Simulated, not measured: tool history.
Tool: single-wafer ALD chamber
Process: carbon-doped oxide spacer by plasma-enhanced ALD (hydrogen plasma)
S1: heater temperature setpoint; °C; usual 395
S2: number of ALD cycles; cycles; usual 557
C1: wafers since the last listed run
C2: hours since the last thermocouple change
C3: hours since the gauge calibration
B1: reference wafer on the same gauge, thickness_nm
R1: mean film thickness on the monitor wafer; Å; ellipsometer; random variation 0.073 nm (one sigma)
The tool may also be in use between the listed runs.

{"run": 1, "hour": 0.0, "S1": 395, "S2": 557, "C1": 0, "C2": 461.0, "C3": 1076.3, "B1": 24.512, "R1": 291.34}
{"run": 2, "hour": 70.3, "S1": 395, "S2": 557, "C1": 53, "C2": 531.3, "C3": 1146.6, "B1": 24.496, "R1": 289.97}
{"run": 3, "hour": 120.5, "S1": 395, "S2": 557, "C1": 38, "C2": 581.5, "C3": 1196.8, "B1": 24.491, "R1": 290.59}
{"run": 4, "hour": 159.1, "S1": 395, "S2": 557, "C1": 29, "C2": 620.1, "C3": 1235.4, "B1": 24.516, "R1": 291.35}
{"run": 5, "hour": 203.7, "S1": 395, "S2": 557, "C1": 33, "C2": 664.7, "C3": 1280.0, "B1": 24.496, "R1": 290.77}
{"run": 6, "hour": 349.9, "S1": 395, "S2": 557, "C1": 110, "C2": 810.9, "C3": 1426.2, "B1": 24.498, "R1": 289.93}
{"run": 7, "hour": 405.4, "S1": 395, "S2": 557, "C1": 42, "C2": 866.4, "C3": 1481.7, "B1": 24.501, "R1": 291.31}
{"run": 8, "hour": 458.1, "S1": 405, "S2": 557, "C1": 39, "C2": 919.1, "C3": 1534.4, "B1": 24.496, "R1": 285.86}
{"run": 9, "hour": 489.4, "S1": 395, "S2": 557, "C1": 23, "C2": 950.4, "C3": 1565.7, "B1": 24.496, "R1": 290.67}
{"run": 10, "hour": 547.2, "S1": 395, "S2": 638, "C1": 43, "C2": 1008.2, "C3": 1623.5, "B1": 24.503, "R1": 333.13}
{"hour": 594.4, "done": "gauge calibrated"}
{"hour": 733.5, "done": "thermocouple changed; heater temperature recalibrated"}
{"run": 11, "hour": 748.0, "S1": 390, "S2": 557, "C1": 146, "C2": 14.5, "C3": 153.6, "B1": 24.489, "R1": 290.5}
{"run": 12, "hour": 807.8, "S1": 395, "S2": 472, "C1": 45, "C2": 74.3, "C3": 213.4, "B1": 24.487, "R1": 247.07}
{"run": 13, "hour": 861.6, "S1": 395, "S2": 472, "C1": 40, "C2": 128.1, "C3": 267.2, "B1": 24.502, "R1": 245.32}
{"run": 14, "hour": 907.1, "S1": 395, "S2": 557, "C1": 34, "C2": 173.6, "C3": 312.7, "B1": 24.515, "R1": 291.22}
{"run": 15, "hour": 941.8, "S1": 395, "S2": 557, "C1": 26, "C2": 208.3, "C3": 347.4, "B1": 24.503, "R1": 291.04}
{"run": 16, "hour": 1013.0, "S1": 401, "S2": 617, "C1": 54, "C2": 279.5, "C3": 418.6, "B1": 24.517, "R1": 319.7}
{"run": 17, "hour": 1057.8, "S1": 389, "S2": 459, "C1": 33, "C2": 324.3, "C3": 463.4, "B1": 24.508, "R1": 239.42}
{"run": 18, "hour": 1098.4, "S1": 395, "S2": 557, "C1": 30, "C2": 364.9, "C3": 504.0, "B1": 24.509, "R1": 290.97}
{"run": 19, "hour": 1138.4, "S1": 383, "S2": 481, "C1": 30, "C2": 404.9, "C3": 544.0, "B1": 24.499, "R1": 249.91}
{"run": 20, "hour": 1194.8, "S1": 389, "S2": 468, "C1": 42, "C2": 461.3, "C3": 600.4, "B1": 24.48, "R1": 244.19}
{"run": 21, "hour": 1246.2, "S1": 399, "S2": 483, "C1": 38, "C2": 512.7, "C3": 651.8, "B1": 24.496, "R1": 251.9}
{"run": 22, "hour": 1295.7, "S1": 395, "S2": 557, "C1": 37, "C2": 562.2, "C3": 701.3, "B1": 24.508, "R1": 290.6}
{"run": 23, "hour": 1329.0, "S1": 395, "S2": 557, "C1": 25, "C2": 595.5, "C3": 734.6, "B1": 24.515, "R1": 292.25}
{"run": 24, "hour": 1358.2, "S1": 395, "S2": 482, "C1": 22, "C2": 624.7, "C3": 763.8, "B1": 24.512, "R1": 251.18}
{"run": 25, "hour": 1386.9, "S1": 402, "S2": 601, "C1": 21, "C2": 653.4, "C3": 792.5, "B1": 24.491, "R1": 311.1}
{"run": 26, "hour": 1440.9, "S1": 390, "S2": 479, "C1": 40, "C2": 707.4, "C3": 846.5, "B1": 24.509, "R1": 249.72}
{"run": 27, "hour": 1473.5, "S1": 395, "S2": 611, "C1": 24, "C2": 740.0, "C3": 879.1, "B1": 24.503, "R1": 318.87}
{"hour": 1695.6, "done": "thermocouple changed; heater temperature recalibrated"}
{"run": 28, "hour": 1696.1, "S1": 395, "S2": 557, "C1": 162, "C2": 0.5, "C3": 1101.7, "B1": 24.493, "R1": 289.77}
{"run": 29, "hour": 1728.8, "S1": 391, "S2": 557, "C1": 24, "C2": 33.2, "C3": 1134.4, "B1": 24.481, "R1": 291.25}
{"run": 30, "hour": 1800.3, "S1": 387, "S2": 516, "C1": 54, "C2": 104.7, "C3": 1205.9, "B1": 24.502, "R1": 268.49}

4 ways to go on from here, each from the tool as it stands after run 30. What would each give?
{"run": "A", "hour": 1801.6, "S1": 395, "S2": 609, "C1": 0, "C2": 106.0, "C3": 1207.2, "B1": "?", "R1": "?"}
{"run": "B", "hour": 1801.6, "S1": 381, "S2": 657, "C1": 0, "C2": 106.0, "C3": 1207.2, "B1": "?", "R1": "?"}
{"run": "C", "hour": 1801.6, "S1": 404, "S2": 483, "C1": 0, "C2": 106.0, "C3": 1207.2, "B1": "?", "R1": "?"}
{"run": "D", "hour": 1801.6, "S1": 403, "S2": 465, "C1": 0, "C2": 106.0, "C3": 1207.2, "B1": "?", "R1": "?"}

run=A B1=24.491 R1=315.95
run=B B1=24.491 R1=340.85
run=C B1=24.491 R1=246.63
run=D B1=24.491 R1=238.26
Without the tool's hidden state the same runs would have given:
run=A R1=315.95
run=B R1=340.85
run=C R1=246.63
run=D R1=238.26

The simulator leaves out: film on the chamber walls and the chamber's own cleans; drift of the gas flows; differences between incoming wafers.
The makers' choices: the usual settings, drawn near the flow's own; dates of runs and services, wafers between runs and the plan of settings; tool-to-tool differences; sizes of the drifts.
